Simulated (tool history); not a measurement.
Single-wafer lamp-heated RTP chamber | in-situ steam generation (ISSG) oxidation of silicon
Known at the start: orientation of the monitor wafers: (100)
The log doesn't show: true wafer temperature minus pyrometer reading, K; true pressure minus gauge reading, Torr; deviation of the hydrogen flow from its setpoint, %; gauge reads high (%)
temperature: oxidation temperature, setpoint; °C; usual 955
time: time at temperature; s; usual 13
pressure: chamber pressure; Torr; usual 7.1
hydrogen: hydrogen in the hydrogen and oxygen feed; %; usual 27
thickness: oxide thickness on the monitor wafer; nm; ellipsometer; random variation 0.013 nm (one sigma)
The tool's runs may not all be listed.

run   hour  temperature  time  pressure  hydrogen  wafers since the last listed run  wafers since the last pyrometer calibration  hours since the pressure gauge was zeroed  hours since the hydrogen flow controller was replaced  hours since the gauge calibration  read-back reference wafer on the same gauge, thickness  thickness
  1      0          955    13       7.1        27                                 0                                         7006                                     1160.2                                                 1799.2                              392.3                                                   4.702      4.122
      36.1  -- pyrometer window cleaned and pyrometer calibrated
  2   66.3          964    13       7.1        27                               675                                          349                                     1226.5                                                 1865.5                              458.6                                                   4.707      4.209
  3  125.4          964    13       7.1        27                               684                                         1033                                     1285.6                                                 1924.6                              517.7                                                   4.716      4.222
  4  177.8          955    13       7.1        27                               606                                         1640                                       1338                                                   1977                              570.1                                                   4.713      4.129
  5  381.1          955    13       7.1        27                              2354                                         3994                                     1541.3                                                 2180.3                              773.4                                                   4.709       4.11
  6  434.5          955    13       7.1        27                               618                                         4612                                     1594.7                                                 2233.7                              826.8                                                   4.712      4.126
     446.5  -- pressure gauge zeroed
  7  467.6          955    15       8.3        27                               290                                         4903                                       21.1                                                 2266.8                              859.9                                                   4.711      4.346
     487.8  -- hydrogen flow controller replaced
  8  501.2          955    15       8.3        27                               296                                         5200                                       54.7                                                   13.4                              893.5                                                   4.713      4.351
     507.6  -- gauge calibrated
  9  537.8          969    13       7.1        27                               423                                         5623                                       91.3                                                     50                               30.2                                                   4.705      4.273
 10  592.7          955     9       7.1        27                               635                                         6259                                      146.2                                                  104.9                               85.1                                                   4.706      3.618
     604.7  -- pyrometer window cleaned and pyrometer calibrated
 11  623.4          943    13       7.1        27                               262                                          216                                      176.9                                                  135.6                              115.8                                                   4.707       4.01
 12  651.6          962    17       6.9        20                               326                                          543                                      205.1                                                  163.8                                144                                                   4.714      4.301
 13  680.9          955    13       6.9        27                               339                                          882                                      234.4                                                  193.1                              173.3                                                   4.709      4.121
 14  716.4          955    10       7.1        21                               411                                         1293                                      269.9                                                  228.6                              208.8                                                   4.709       3.47
 15  753.8          955    15       8.3        27                               433                                         1726                                      307.3                                                    266                              246.2                                                    4.71      4.338
 16    822          938    13       6.9        18                               789                                         2516                                      375.5                                                  334.2                              314.4                                                   4.714      3.551
 17  852.8          962    16       7.8        32                               356                                         2872                                      406.3                                                    365                              345.2                                                   4.715      4.775
 18  878.5          955    13       7.1        27                               297                                         3170                                        432                                                  390.7                              370.9                                                   4.709      4.127
 19  909.4          955     8       7.1        19                               357                                         3528                                      462.9                                                  421.6                              401.8                                                   4.712       3.14
 20  941.6          955    13       7.1        27                               372                                         3901                                      495.1                                                  453.8                                434                                                   4.711      4.133

3 ways to go on from here, each from the tool as it stands after run 20. What would each give?
  A   942          955    13       7.1        27                                 4                                         3905                                      495.5                                                  454.2                              434.4                                                       ?          ?
  B   942          955    15       7.8        24                                 4                                         3905                                      495.5                                                  454.2                              434.4                                                       ?          ?
  C   942          941    16         8        27                                 4                                         3905                                      495.5                                                  454.2                              434.4                                                       ?          ?

run  read-back reference wafer on the same gauge, thickness  thickness
  A                                                   4.714      4.138
  B                                                   4.714      4.234
  C                                                   4.714      4.304
Without the tool's hidden state the same runs would have given:
run  thickness
  A      4.138
  B      4.234
  C      4.304

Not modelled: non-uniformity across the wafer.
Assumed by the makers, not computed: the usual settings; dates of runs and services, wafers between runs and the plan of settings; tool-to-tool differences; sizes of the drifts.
